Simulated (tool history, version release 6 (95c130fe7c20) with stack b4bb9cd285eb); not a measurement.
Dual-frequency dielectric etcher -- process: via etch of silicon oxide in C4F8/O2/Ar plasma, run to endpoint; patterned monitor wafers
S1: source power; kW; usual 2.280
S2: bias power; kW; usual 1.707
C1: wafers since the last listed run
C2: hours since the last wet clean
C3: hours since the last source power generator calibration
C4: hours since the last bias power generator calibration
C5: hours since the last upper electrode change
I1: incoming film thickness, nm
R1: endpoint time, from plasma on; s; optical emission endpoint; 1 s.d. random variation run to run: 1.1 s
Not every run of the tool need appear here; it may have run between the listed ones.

run	hour	S1	S2	C1	C2	C3	C4	C5	I1	R1
1	0.0	2.280	1.707	0	164.2	4055.2	4546.1	2862.8	1750.6	360.4
2	23.1	2.280	1.707	105	187.3	4078.3	4569.2	2885.9	1727.8	355.6
3	37.2	2.280	1.707	64	201.4	4092.4	4583.3	2900.0	1749.9	361.3
4	54.2	2.280	1.707	77	218.4	4109.4	4600.3	2917.0	1740.4	359.2
5	69.0	2.280	1.707	67	233.2	4124.2	4615.1	2931.8	1731.3	357.6
6	90.9	1.830	1.707	99	255.1	4146.1	4637.0	2953.7	1740.8	400.7
7	110.5	1.830	1.707	89	274.7	4165.7	4656.6	2973.3	1757.8	403.1
8	125.9	2.280	1.707	70	290.1	4181.1	4672.0	2988.7	1749.2	362.7
9	149.0	2.280	1.707	105	313.2	4204.2	4695.1	3011.8	1724.3	357.7
# hour 177.4: upper electrode replaced
10	183.4	2.050	1.707	47	347.6	4238.6	4729.5	6.0	1755.1	384.0
11	212.1	2.280	1.551	130	376.3	4267.3	4758.2	34.7	1743.8	369.8

For run 12, what comes out?
12	226.8	1.850	2.131	66	391.0	4282.0	4772.9	49.4	1738.9	?

R1: 381.9 s
Were there no unlogged condition in the tool, this run, its random variation unchanged, would have produced R1 375.5 s.
